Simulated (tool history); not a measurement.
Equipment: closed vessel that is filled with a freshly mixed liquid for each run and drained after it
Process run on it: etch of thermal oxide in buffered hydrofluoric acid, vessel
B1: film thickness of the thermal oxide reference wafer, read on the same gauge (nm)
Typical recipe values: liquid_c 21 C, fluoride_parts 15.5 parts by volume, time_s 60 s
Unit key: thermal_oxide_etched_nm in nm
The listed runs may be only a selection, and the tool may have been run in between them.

{"run": 1, "hour": 0.0, "liquid_c": 21, "fluoride_parts": 15.5, "time_s": 60, "B1": 109.96, "thermal_oxide_etched_nm": 40.72}
{"run": 2, "hour": 155.5, "liquid_c": 21, "fluoride_parts": 15.5, "time_s": 60, "B1": 110, "thermal_oxide_etched_nm": 40.4}
{"run": 3, "hour": 193.4, "liquid_c": 21, "fluoride_parts": 15.5, "time_s": 60, "B1": 110.02, "thermal_oxide_etched_nm": 40.35}
{"run": 4, "hour": 243.7, "liquid_c": 22.5, "fluoride_parts": 15.5, "time_s": 60, "B1": 110.01, "thermal_oxide_etched_nm": 43.89}
{"run": 5, "hour": 280.9, "liquid_c": 22.5, "fluoride_parts": 15.5, "time_s": 60, "B1": 109.98, "thermal_oxide_etched_nm": 43.31}
{"run": 6, "hour": 310.8, "liquid_c": 22.5, "fluoride_parts": 15.5, "time_s": 60, "B1": 110.01, "thermal_oxide_etched_nm": 43.22}
{"run": 7, "hour": 367.0, "liquid_c": 21, "fluoride_parts": 12, "time_s": 45, "B1": 110, "thermal_oxide_etched_nm": 38.82}
{"run": 8, "hour": 395.0, "liquid_c": 21, "fluoride_parts": 12, "time_s": 45, "B1": 109.99, "thermal_oxide_etched_nm": 38.69}
{"run": 9, "hour": 432.2, "liquid_c": 21, "fluoride_parts": 15.5, "time_s": 60, "B1": 110, "thermal_oxide_etched_nm": 39.94}
{"run": 10, "hour": 497.0, "liquid_c": 21, "fluoride_parts": 15.5, "time_s": 60, "B1": 109.99, "thermal_oxide_etched_nm": 39.72}
{"run": 11, "hour": 671.3, "liquid_c": 24, "fluoride_parts": 15.5, "time_s": 80, "B1": 110, "thermal_oxide_etched_nm": 62.97}
{"hour": 691.6, "done": "hydrofluoric acid flow meter replaced"}
{"run": 12, "hour": 698.6, "liquid_c": 19.5, "fluoride_parts": 10, "time_s": 50, "B1": 110.02, "thermal_oxide_etched_nm": 49.83}
{"hour": 741.3, "done": "gauge calibrated"}
{"run": 13, "hour": 765.1, "liquid_c": 19.5, "fluoride_parts": 20.5, "time_s": 45, "B1": 110.01, "thermal_oxide_etched_nm": 22.28}
{"run": 14, "hour": 836.7, "liquid_c": 21, "fluoride_parts": 15.5, "time_s": 60, "B1": 109.99, "thermal_oxide_etched_nm": 41.74}
{"run": 15, "hour": 877.1, "liquid_c": 25.5, "fluoride_parts": 13, "time_s": 40, "B1": 109.99, "thermal_oxide_etched_nm": 42.5}
{"run": 16, "hour": 1073.5, "liquid_c": 21, "fluoride_parts": 10.5, "time_s": 60, "B1": 109.99, "thermal_oxide_etched_nm": 60.52}
{"run": 17, "hour": 1141.2, "liquid_c": 21, "fluoride_parts": 15.5, "time_s": 60, "B1": 110.02, "thermal_oxide_etched_nm": 41.65}
{"run": 18, "hour": 1192.8, "liquid_c": 21, "fluoride_parts": 15.5, "time_s": 60, "B1": 110.01, "thermal_oxide_etched_nm": 40.81}
{"run": 19, "hour": 1255.4, "liquid_c": 17, "fluoride_parts": 21.5, "time_s": 60, "B1": 109.99, "thermal_oxide_etched_nm": 24.72}
{"hour": 1268.4, "done": "thermometer replaced"}
{"run": 20, "hour": 1303.4, "liquid_c": 19, "fluoride_parts": 15.5, "time_s": 80, "B1": 110.01, "thermal_oxide_etched_nm": 47.66}
{"run": 21, "hour": 1340.6, "liquid_c": 25, "fluoride_parts": 10.5, "time_s": 60, "B1": 110.04, "thermal_oxide_etched_nm": 71.2}

Run 22 is up next; what results do you expect?
{"run": 22, "hour": 1400.8, "liquid_c": 23.5, "fluoride_parts": 15.5, "time_s": 30, "B1": "?", "thermal_oxide_etched_nm": "?"}

Run 22 came out at B1 110.01, thermal_oxide_etched_nm 22.33 nm.
Had the tool carried no hidden state, the very same run would have given thermal_oxide_etched_nm 23.37 nm.

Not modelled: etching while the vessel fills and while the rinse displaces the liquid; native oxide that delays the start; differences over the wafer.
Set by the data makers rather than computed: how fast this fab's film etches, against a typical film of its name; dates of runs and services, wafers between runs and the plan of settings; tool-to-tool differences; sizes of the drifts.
